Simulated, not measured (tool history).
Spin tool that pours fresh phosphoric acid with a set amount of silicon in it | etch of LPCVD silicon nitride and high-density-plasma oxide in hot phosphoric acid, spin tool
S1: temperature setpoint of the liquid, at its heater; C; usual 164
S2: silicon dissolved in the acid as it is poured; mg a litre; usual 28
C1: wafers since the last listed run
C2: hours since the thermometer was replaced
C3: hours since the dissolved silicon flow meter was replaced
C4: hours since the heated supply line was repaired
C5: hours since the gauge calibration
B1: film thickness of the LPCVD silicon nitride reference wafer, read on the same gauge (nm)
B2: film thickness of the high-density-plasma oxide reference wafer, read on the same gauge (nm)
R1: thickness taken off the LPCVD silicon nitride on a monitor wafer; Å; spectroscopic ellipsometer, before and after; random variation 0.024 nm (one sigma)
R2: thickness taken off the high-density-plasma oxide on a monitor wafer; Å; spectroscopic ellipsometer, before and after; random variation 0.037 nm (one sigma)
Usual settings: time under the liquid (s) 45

run 1 day=0 | S1=164 S2=28 time_under_the_liquid_(s)=45 | C1=0 C2=408.3 C3=844 C4=934.1 C5=393.3 | B1=29.446 B2=29.469 | R1=46.18 R2=2.1
-- day=1.075 gauge calibrated
run 2 day=2.4 | S1=164 S2=28 time_under_the_liquid_(s)=45 | C1=884 C2=465.9 C3=901.6 C4=991.7 C5=31.8 | B1=29.871 B2=29.837 | R1=47.21 R2=2.1
run 3 day=3.429 | S1=164 S2=28 time_under_the_liquid_(s)=45 | C1=379 C2=490.6 C3=926.3 C4=1016.4 C5=56.5 | B1=29.817 B2=29.798 | R1=46.89 R2=2.25
run 4 day=5.896 | S1=164 S2=28 time_under_the_liquid_(s)=45 | C1=908 C2=549.8 C3=985.5 C4=1075.6 C5=115.7 | B1=29.691 B2=29.664 | R1=46.9 R2=2.11
run 5 day=7.367 | S1=164 S2=28 time_under_the_liquid_(s)=45 | C1=541 C2=585.1 C3=1020.8 C4=1110.9 C5=151 | B1=29.583 B2=29.584 | R1=46.57 R2=1.61
run 6 day=8.892 | S1=164 S2=28 time_under_the_liquid_(s)=45 | C1=561 C2=621.7 C3=1057.4 C4=1147.5 C5=187.6 | B1=29.531 B2=29.579 | R1=46.83 R2=2.02
-- day=10.317 thermometer replaced
run 7 day=11.562 | S1=164 S2=28 time_under_the_liquid_(s)=45 | C1=968 C2=29.9 C3=1121.5 C4=1211.6 C5=251.7 | B1=29.497 B2=29.482 | R1=46.19 R2=1.89
run 8 day=13.483 | S1=164 S2=28 time_under_the_liquid_(s)=30 | C1=707 C2=76 C3=1167.6 C4=1257.7 C5=297.8 | B1=29.452 B2=29.461 | R1=30.84 R2=1.33
-- day=13.983 dissolved silicon flow meter replaced
run 9 day=15.125 | S1=164 S2=40 time_under_the_liquid_(s)=35 | C1=589 C2=115.4 C3=27.4 C4=1297.1 C5=337.2 | B1=29.427 B2=29.468 | R1=35.98 R2=0.97
run 10 day=17.038 | S1=163 S2=19 time_under_the_liquid_(s)=45 | C1=704 C2=161.3 C3=73.3 C4=1343 C5=383.1 | B1=29.467 B2=29.433 | R1=44.72 R2=3.21
-- day=18.138 gauge calibrated
run 11 day=19.879 | S1=162.5 S2=22 time_under_the_liquid_(s)=65 | C1=1046 C2=229.5 C3=141.5 C4=1411.2 C5=41.8 | B1=29.933 B2=29.915 | R1=64.77 R2=3.63
run 12 day=20.979 | S1=164 S2=28 time_under_the_liquid_(s)=45 | C1=405 C2=255.9 C3=167.9 C4=1437.6 C5=68.2 | B1=29.869 B2=29.859 | R1=47.05 R2=1.39
-- day=24.679 heated supply line repaired
run 13 day=25.25 | S1=164 S2=6 time_under_the_liquid_(s)=65 | C1=1558 C2=358.4 C3=270.4 C4=13.7 C5=170.7 | B1=29.691 B2=29.704 | R1=67.7 R2=6.63
run 14 day=26.592 | S1=167 S2=46.5 time_under_the_liquid_(s)=20 | C1=494 C2=390.6 C3=302.6 C4=45.9 C5=202.9 | B1=29.689 B2=29.675 | R1=22.88 R2=0.35
run 15 day=28.942 | S1=164 S2=38.5 time_under_the_liquid_(s)=55 | C1=865 C2=447 C3=359 C4=102.3 C5=259.3 | B1=29.629 B2=29.608 | R1=56.5 R2=1.55
run 16 day=30.15 | S1=164 S2=28 time_under_the_liquid_(s)=45 | C1=445 C2=476 C3=388 C4=131.3 C5=288.3 | B1=29.556 B2=29.614 | R1=46.66 R2=1.84
run 17 day=31.583 | S1=164 S2=28 time_under_the_liquid_(s)=65 | C1=528 C2=510.4 C3=422.4 C4=165.7 C5=322.7 | B1=29.622 B2=29.618 | R1=67.22 R2=2.29

Forecast each of these 5 alternatives for the next run:
run A day=31.6 | S1=164 S2=49.5 time_under_the_liquid_(s)=45 | C1=6 C2=510.8 C3=422.8 C4=166.1 C5=323.1 | B1=? B2=? | R1=? R2=?
run B day=31.6 | S1=163 S2=28 time_under_the_liquid_(s)=35 | C1=6 C2=510.8 C3=422.8 C4=166.1 C5=323.1 | B1=? B2=? | R1=? R2=?
run C day=31.6 | S1=164 S2=28 time_under_the_liquid_(s)=35 | C1=6 C2=510.8 C3=422.8 C4=166.1 C5=323.1 | B1=? B2=? | R1=? R2=?
run D day=31.6 | S1=164 S2=28 time_under_the_liquid_(s)=60 | C1=6 C2=510.8 C3=422.8 C4=166.1 C5=323.1 | B1=? B2=? | R1=? R2=?
run E day=31.6 | S1=167 S2=17.5 time_under_the_liquid_(s)=65 | C1=6 C2=510.8 C3=422.8 C4=166.1 C5=323.1 | B1=? B2=? | R1=? R2=?

run=A B1=29.604 B2=29.577 R1=46.62 R2=1
run=B B1=29.604 B2=29.577 R1=35.08 R2=1.87
run=C B1=29.604 B2=29.577 R1=36.26 R2=2.01
run=D B1=29.604 B2=29.577 R1=62.16 R2=3.45
run=E B1=29.604 B2=29.577 R1=74.29 R2=6.44
Without the tool's hidden state the same runs would have given:
run=A R1=47.28 R2=1.01
run=B R1=35.58 R2=1.9
run=C R1=36.77 R2=2.04
run=D R1=63.04 R2=3.5
run=E R1=75.35 R2=6.53
